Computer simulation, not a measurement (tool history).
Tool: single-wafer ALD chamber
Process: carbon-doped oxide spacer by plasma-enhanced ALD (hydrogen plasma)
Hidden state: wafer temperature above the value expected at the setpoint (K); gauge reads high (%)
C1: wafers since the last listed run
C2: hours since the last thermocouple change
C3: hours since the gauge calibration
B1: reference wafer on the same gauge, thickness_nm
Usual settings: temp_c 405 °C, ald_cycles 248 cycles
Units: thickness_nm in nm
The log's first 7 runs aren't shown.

Run 8, hour 829.8: usual settings; C1 134; C2 391.3; C3 1162.1; B1 13.307. Result: thickness_nm 13.721 nm.
Run 9, hour 868.2: usual settings; C1 67; C2 429.7; C3 1200.5; B1 13.298. Result: thickness_nm 13.863 nm.
Run 10, hour 959.5: usual settings; C1 159; C2 521; C3 1291.8; B1 13.305. Result: thickness_nm 13.678 nm.
Run 11, hour 1032.4: usual settings but temp_c 415 °C; C1 127; C2 593.9; C3 1364.7; B1 13.292. Result: thickness_nm 13.367 nm.
Run 12, hour 1090.6: usual settings; C1 101; C2 652.1; C3 1422.9; B1 13.312. Result: thickness_nm 13.842 nm.
Run 13, hour 1166.5: usual settings; C1 132; C2 728; C3 1498.8; B1 13.304. Result: thickness_nm 13.804 nm.
Run 14, hour 1241.6: usual settings; C1 131; C2 803.1; C3 1573.9; B1 13.297. Result: thickness_nm 13.843 nm.
Run 15, hour 1287.7: usual settings; C1 80; C2 849.2; C3 1620; B1 13.306. Result: thickness_nm 13.807 nm.
Run 16, hour 1391.1: usual settings but ald_cycles 217 cycles; C1 180; C2 952.6; C3 1723.4; B1 13.295. Result: thickness_nm 12.095 nm.
Run 17, hour 1494.8: usual settings but ald_cycles 217 cycles; C1 181; C2 1056.3; C3 1827.1; B1 13.31. Result: thickness_nm 12.239 nm.
Run 18, hour 1557.4: usual settings but ald_cycles 217 cycles; C1 109; C2 1118.9; C3 1889.7; B1 13.299. Result: thickness_nm 12.141 nm.
Run 19, hour 1641.6: usual settings; C1 147; C2 1203.1; C3 1973.9; B1 13.3. Result: thickness_nm 13.941 nm.
Run 20, hour 1772.4: usual settings but temp_c 393 °C, ald_cycles 261 cycles; C1 228; C2 1333.9; C3 2104.7; B1 13.298. Result: thickness_nm 14.576 nm.
At hour 1861.4: gauge calibrated.
At hour 1863: thermocouple changed; heater temperature recalibrated.
Run 21, hour 1868: usual settings; C1 153; C2 5; C3 6.6; B1 13.286. Result: thickness_nm 13.76 nm.
Run 22, hour 1929.9: usual settings but temp_c 395 °C, ald_cycles 224 cycles; C1 108; C2 66.9; C3 68.5; B1 13.298. Result: thickness_nm 12.638 nm.
Run 23, hour 2018.1: usual settings but temp_c 414 °C, ald_cycles 293 cycles; C1 154; C2 155.1; C3 156.7; B1 13.309. Result: thickness_nm 15.795 nm.
Run 24, hour 2102.2: usual settings but temp_c 412 °C, ald_cycles 212 cycles; C1 146; C2 239.2; C3 240.8; B1 13.291. Result: thickness_nm 11.522 nm.
Run 25, hour 2163.9: usual settings but temp_c 396 °C; C1 107; C2 300.9; C3 302.5; B1 13.292. Result: thickness_nm 13.934 nm.
Run 26, hour 2223.3: usual settings; C1 103; C2 360.3; C3 361.9; B1 13.295. Result: thickness_nm 13.802 nm.
Run 27, hour 2298.1: usual settings but temp_c 414 °C, ald_cycles 219 cycles; C1 130; C2 435.1; C3 436.7; B1 13.302. Result: thickness_nm 11.84 nm.
Run 28, hour 2372.9: usual settings but temp_c 420 °C, ald_cycles 227 cycles; C1 130; C2 509.9; C3 511.5; B1 13.291. Result: thickness_nm 12.079 nm.
Run 29, hour 2455.2: usual settings but ald_cycles 285 cycles; C1 143; C2 592.2; C3 593.8; B1 13.31. Result: thickness_nm 15.89 nm.
Run 30, hour 2554.6: usual settings but temp_c 413 °C, ald_cycles 262 cycles; C1 173; C2 691.6; C3 693.2; B1 13.308. Result: thickness_nm 14.295 nm.
Run 31, hour 2591.2: usual settings but temp_c 417 °C, ald_cycles 291 cycles; C1 63; C2 728.2; C3 729.8; B1 13.295. Result: thickness_nm 15.66 nm.

Forecast run 32:
Run 32, hour 2627.6: usual settings but temp_c 413 °C, ald_cycles 202 cycles; C1 63; C2 764.6; C3 766.2; B1 ?. Result: thickness_nm ?.

B1: 13.296
thickness_nm: 11.018 nm
Without the tool's hidden state the same run would have given thickness_nm 10.855 nm.
